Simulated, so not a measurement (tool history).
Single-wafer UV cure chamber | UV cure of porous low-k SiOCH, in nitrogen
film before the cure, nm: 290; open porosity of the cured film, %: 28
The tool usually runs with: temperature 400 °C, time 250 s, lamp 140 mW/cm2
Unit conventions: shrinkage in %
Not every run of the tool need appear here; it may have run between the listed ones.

| run | day | temperature | time | lamp | shrinkage |
|---|---|---|---|---|---|
| 1 | 0.000 | 400 | 250 | 162 | 17.081 |
| 2 | 1.871 | 400 | 250 | 162 | 17.324 |
| 3 | 3.888 | 400 | 250 | 162 | 17.036 |
| 4 | 5.167 | 400 | 250 | 140 | 15.963 |
| 5 | 8.104 | 400 | 250 | 140 | 15.751 |
| 6 | 9.150 | 400 | 250 | 140 | 15.835 |
| 7 | 10.662 | 405 | 250 | 140 | 15.840 |
|  | 11.217 | quartz window cleaned |
| 8 | 13.025 | 405 | 250 | 140 | 16.128 |
| 9 | 14.800 | 405 | 250 | 140 | 16.064 |
| 10 | 16.362 | 384 | 250 | 140 | 15.856 |
| 11 | 17.604 | 384 | 250 | 140 | 15.804 |
| 12 | 18.821 | 400 | 250 | 140 | 15.846 |
| 13 | 20.950 | 400 | 250 | 140 | 15.767 |
| 14 | 23.867 | 400 | 250 | 140 | 15.821 |
| 15 | 26.383 | 400 | 250 | 140 | 15.651 |
|  | 27.567 | quartz window cleaned |
| 16 | 29.012 | 400 | 250 | 140 | 15.852 |
| 17 | 30.738 | 400 | 250 | 140 | 15.826 |
| 18 | 32.158 | 400 | 250 | 140 | 15.703 |
| 19 | 33.829 | 400 | 250 | 140 | 15.626 |
| 20 | 35.921 | 381 | 250 | 124 | 14.546 |
| 21 | 37.762 | 407 | 185 | 140 | 14.162 |
| 22 | 39.454 | 400 | 380 | 140 | 17.815 |
| 23 | 40.517 | 415 | 310 | 140 | 16.824 |
| 24 | 42.346 | 400 | 250 | 162 | 15.974 |
| 25 | 43.350 | 400 | 250 | 140 | 14.892 |
|  | 44.075 | UV bulbs replaced |
|  | 45.950 | quartz window cleaned |
| 26 | 45.979 | 400 | 250 | 140 | 16.697 |
| 27 | 47.038 | 392 | 250 | 140 | 16.308 |
| 28 | 49.892 | 393 | 250 | 126 | 16.070 |
| 29 | 52.088 | 415 | 250 | 159 | 17.687 |
| 30 | 54.583 | 400 | 250 | 140 | 16.410 |
| 31 | 56.712 | 408 | 250 | 107 | 14.923 |
| 32 | 59.225 | 392 | 145 | 164 | 13.751 |
|  | 61.712 | quartz window cleaned |
| 33 | 62.112 | 400 | 375 | 140 | 18.857 |
| 34 | 64.458 | 400 | 250 | 140 | 16.292 |
| 35 | 66.329 | 400 | 250 | 140 | 16.769 |
| 36 | 70.633 | 415 | 295 | 140 | 17.582 |
| 37 | 73.338 | 400 | 250 | 140 | 15.938 |
| 38 | 74.704 | 408 | 375 | 140 | 18.328 |
| 39 | 76.525 | 400 | 250 | 163 | 16.593 |

Give the tool's hidden conditions for every run:
H1: lamp output below its setpoint, %
H2: transmission lost against a clean window, %
| run | H1 | H2 |
|---|---|---|
| 1 | 11.6 | 1 |
| 2 | 12 | 1.7 |
| 3 | 12.4 | 2.82 |
| 4 | 12.7 | 3.72 |
| 5 | 13.3 | 6.36 |
| 6 | 13.5 | 7.49 |
| 7 | 13.8 | 9.3 |
| 8 | 14.3 | 0.61 |
| 9 | 14.7 | 1.05 |
| 10 | 15 | 1.68 |
| 11 | 15.3 | 2.33 |
| 12 | 15.5 | 3.11 |
| 13 | 16 | 4.81 |
| 14 | 16.6 | 7.81 |
| 15 | 17.1 | 11 |
| 16 | 17.7 | 0.901 |
| 17 | 18 | 1.27 |
| 18 | 18.3 | 1.77 |
| 19 | 18.7 | 2.61 |
| 20 | 19.1 | 4.01 |
| 21 | 19.5 | 5.58 |
| 22 | 19.9 | 7.29 |
| 23 | 20.1 | 8.5 |
| 24 | 20.5 | 10.8 |
| 25 | 20.7 | 12.2 |
| 26 | 3.66 | 0.747 |
| 27 | 3.88 | 0.801 |
| 28 | 4.48 | 1.46 |
| 29 | 4.94 | 2.48 |
| 30 | 5.46 | 4.17 |
| 31 | 5.91 | 6.06 |
| 32 | 6.43 | 8.84 |
| 33 | 7.04 | 0.949 |
| 34 | 7.53 | 1.29 |
| 35 | 7.92 | 1.92 |
| 36 | 8.82 | 4.59 |
| 37 | 9.39 | 7.14 |
| 38 | 9.67 | 8.69 |
| 39 | 10.1 | 11 |
